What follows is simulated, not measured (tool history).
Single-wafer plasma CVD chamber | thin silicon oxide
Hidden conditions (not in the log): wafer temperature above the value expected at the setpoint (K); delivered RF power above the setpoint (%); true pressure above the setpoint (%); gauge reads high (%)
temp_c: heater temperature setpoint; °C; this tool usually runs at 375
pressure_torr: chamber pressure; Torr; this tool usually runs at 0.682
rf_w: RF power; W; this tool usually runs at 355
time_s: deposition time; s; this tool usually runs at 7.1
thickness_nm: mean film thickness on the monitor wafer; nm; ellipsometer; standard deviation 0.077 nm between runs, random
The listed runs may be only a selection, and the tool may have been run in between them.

run,hour,temp_c,pressure_torr,rf_w,time_s,wafers since the last listed run,hours since the last thermocouple change,hours since the last RF generator calibration,hours since the last manometer calibration,hours since the showerhead was replaced,hours since the gauge calibration,"read-back reference wafer on the same gauge, thickness_nm",thickness_nm
1,0,375,0.682,355,7.1,0,1963.8,388.4,1083.1,3182.8,1177.8,13.208,13.109
# hour 8: gauge calibrated
2,85.5,375,0.682,355,7.1,3230,2049.3,473.9,1168.6,3268.3,77.5,13.171,13.012
3,190.1,383,0.682,355,7.44,3951,2153.9,578.5,1273.2,3372.9,182.1,13.21,13.654
4,271.3,383,0.682,355,7.44,3067,2235.1,659.7,1354.4,3454.1,263.3,13.215,13.61
5,359.2,383,0.682,355,7.44,3321,2323,747.6,1442.3,3542,351.2,13.19,13.571
6,420.4,375,0.682,355,7.1,2312,2384.2,808.8,1503.5,3603.2,412.4,13.228,12.979
7,516.3,375,0.682,355,7.1,3623,2480.1,904.7,1599.4,3699.1,508.3,13.211,13.008
8,614.9,375,0.682,355,7.1,3725,2578.7,1003.3,1698,3797.7,606.9,13.202,12.921
# hour 792.1: RF generator calibrated
9,861.6,375,0.682,325,7.1,9018,2825.4,69.5,1944.7,4044.4,853.6,13.206,12.431
10,917,375,0.682,325,7.1,2093,2880.8,124.9,2000.1,4099.8,909,13.186,12.266
# hour 940.4: thermocouple changed; heater temperature recalibrated
11,984.8,375,0.682,325,7.1,2259,44.4,192.7,2067.9,4167.6,976.8,13.189,12.209
12,1051.4,364,0.682,355,7.1,2516,111,259.3,2134.5,4234.2,1043.4,13.193,12.772
# hour 1106.5: capacitance manometer re-zeroed and calibrated
13,1112,364,0.682,355,7.1,1987,171.6,319.9,5.5,4294.8,1104,13.217,12.622
14,1180.9,364,0.682,355,7.1,2603,240.5,388.8,74.4,4363.7,1172.9,13.204,12.705
15,1255.2,375,0.527,355,6.17,2807,314.8,463.1,148.7,4438,1247.2,13.203,8.539
# hour 1330: showerhead replaced
# hour 1334.8: RF generator calibrated, repeated, since the last time left the tool worse
16,1335.8,381,0.682,385,6.58,2562,395.4,1,229.3,5.8,1327.8,13.223,12.324
17,1406.4,375,0.727,380,7.79,2667,466,71.6,299.9,76.4,1398.4,13.243,15.753
18,1461.4,364,0.682,325,7.1,2078,521,126.6,354.9,131.4,1453.4,13.205,12.834
# hour 1542.1: gauge calibrated
19,1564.5,375,0.682,355,7.1,3895,624.1,229.7,458,234.5,22.4,13.228,13.053
20,1617.9,379,0.682,355,7.95,2017,677.5,283.1,511.4,287.9,75.8,13.217,14.709
21,1678.6,375,0.612,355,5.71,2293,738.2,343.8,572.1,348.6,136.5,13.202,9.409
22,1728.6,375,0.682,355,7.1,1889,788.2,393.8,622.1,398.6,186.5,13.184,13.052
23,1767.5,375,0.682,355,7.1,1469,827.1,432.7,661,437.5,225.4,13.202,13.175
24,1865.9,375,0.795,355,7.1,3717,925.5,531.1,759.4,535.9,323.8,13.195,15.105
25,1912.9,364,0.682,325,6.66,1775,972.5,578.1,806.4,582.9,370.8,13.208,11.88
26,1977.4,375,0.815,355,7.1,2436,1037,642.6,870.9,647.4,435.3,13.205,15.379
27,2153,375,0.825,355,7.1,6634,1212.6,818.2,1046.5,823,610.9,13.17,15.357
28,2239.8,375,0.846,425,7.58,3279,1299.4,905,1133.3,909.8,697.7,13.181,17.751
29,2339.8,370,0.682,400,6.53,3778,1399.4,1005,1233.3,1009.8,797.7,13.179,12.375

List, for all runs, the conditions of the tool that the log does not record:
wafer temperature above the value expected at the setpoint (K): 0 at every run
true pressure above the setpoint (%): 0 at every run
gauge reads high (%): 0 at every run
H1: delivered RF power above the setpoint (%)
run,H1
1,-0.665
2,-0.917
3,-1.29
4,-1.63
5,-2.06
6,-2.38
7,-2.94
8,-3.58
9,-9.43
10,-9.46
11,-9.54
12,-9.64
13,-9.76
14,-9.93
15,-10.1
16,-0.405
17,-0.422
18,-0.459
19,-0.584
20,-0.678
21,-0.807
22,-0.933
23,-1.04
24,-1.37
25,-1.54
26,-1.81
27,-2.69
28,-3.19
29,-3.85
